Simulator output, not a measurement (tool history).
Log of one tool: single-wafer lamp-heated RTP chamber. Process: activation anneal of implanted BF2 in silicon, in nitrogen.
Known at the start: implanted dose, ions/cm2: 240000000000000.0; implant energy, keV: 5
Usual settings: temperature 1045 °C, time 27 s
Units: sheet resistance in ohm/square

run	hour	temperature	time	wafers since the last listed run	wafers since the last pyrometer calibration	wafers since the reflector plate was cleaned	hours since the gauge calibration	read-back reference wafer on the same gauge, sheet resistance	sheet resistance
1	0.0	1045	27	0	3210	6051	3.2	446.78	522.96
2	11.0	1045	27	159	3369	6210	14.2	447.05	522.47
3	19.6	1045	27	124	3493	6334	22.8	447.09	521.44
4	25.9	1064	27	91	3584	6426	29.1	447.06	508.20
5	42.7	1064	27	242	3827	6668	45.9	447.07	507.47
6	55.6	1030	21	186	4014	6855	58.8	447.09	545.07
7	69.1	1030	21	195	4209	7050	72.3	446.77	542.96
8	85.9	1030	21	242	4452	7293	89.1	446.94	543.28
9	99.7	1062	35	199	4652	7493	102.9	446.86	498.46
# hour 115.8: pyrometer window cleaned and pyrometer calibrated
10	117.4	1045	27	140	23	7633	120.6	447.14	525.31
11	128.9	1045	27	166	190	7799	132.1	447.10	523.29
12	145.1	1045	27	234	424	8034	148.3	447.19	525.36
13	152.4	1045	27	105	529	8139	155.6	446.85	524.01
# hour 169.6: reflector plate cleaned
14	170.1	1045	27	140	670	6	173.3	446.98	530.63
15	170.5	1045	27	5	675	12	173.7	446.77	531.49
16	184.2	1029	17	198	874	210	187.4	446.92	570.43
# hour 193.5: gauge calibrated
17	200.2	1036	12	231	1105	442	6.7	446.87	574.06
18	215.6	1073	14	222	1328	664	22.1	447.17	527.23
19	229.4	1061	36	199	1527	864	35.9	446.98	505.42
20	238.0	1045	22	124	1652	988	44.5	446.75	533.69
21	252.2	1045	27	205	1857	1194	58.7	446.97	526.33
22	269.5	1019	42	250	2107	1444	76.0	446.99	535.65
23	285.0	1045	27	224	2331	1668	91.5	447.03	522.69
24	295.2	1045	42	147	2479	1816	101.7	447.21	510.94

Forecast each of these 3 alternatives for the next run:
A	295.6	1045	27	5	2485	1821	102.1	?	?
B	295.6	1025	27	5	2485	1821	102.1	?	?
C	295.6	1070	36	5	2485	1821	102.1	?	?

run	read-back reference wafer on the same gauge, sheet resistance	sheet resistance
A	447.08	522.92
B	447.08	544.13
C	447.08	495.80
Without the tool's hidden state the same runs would have given:
run	sheet resistance
A	532.05
B	558.47
C	502.25

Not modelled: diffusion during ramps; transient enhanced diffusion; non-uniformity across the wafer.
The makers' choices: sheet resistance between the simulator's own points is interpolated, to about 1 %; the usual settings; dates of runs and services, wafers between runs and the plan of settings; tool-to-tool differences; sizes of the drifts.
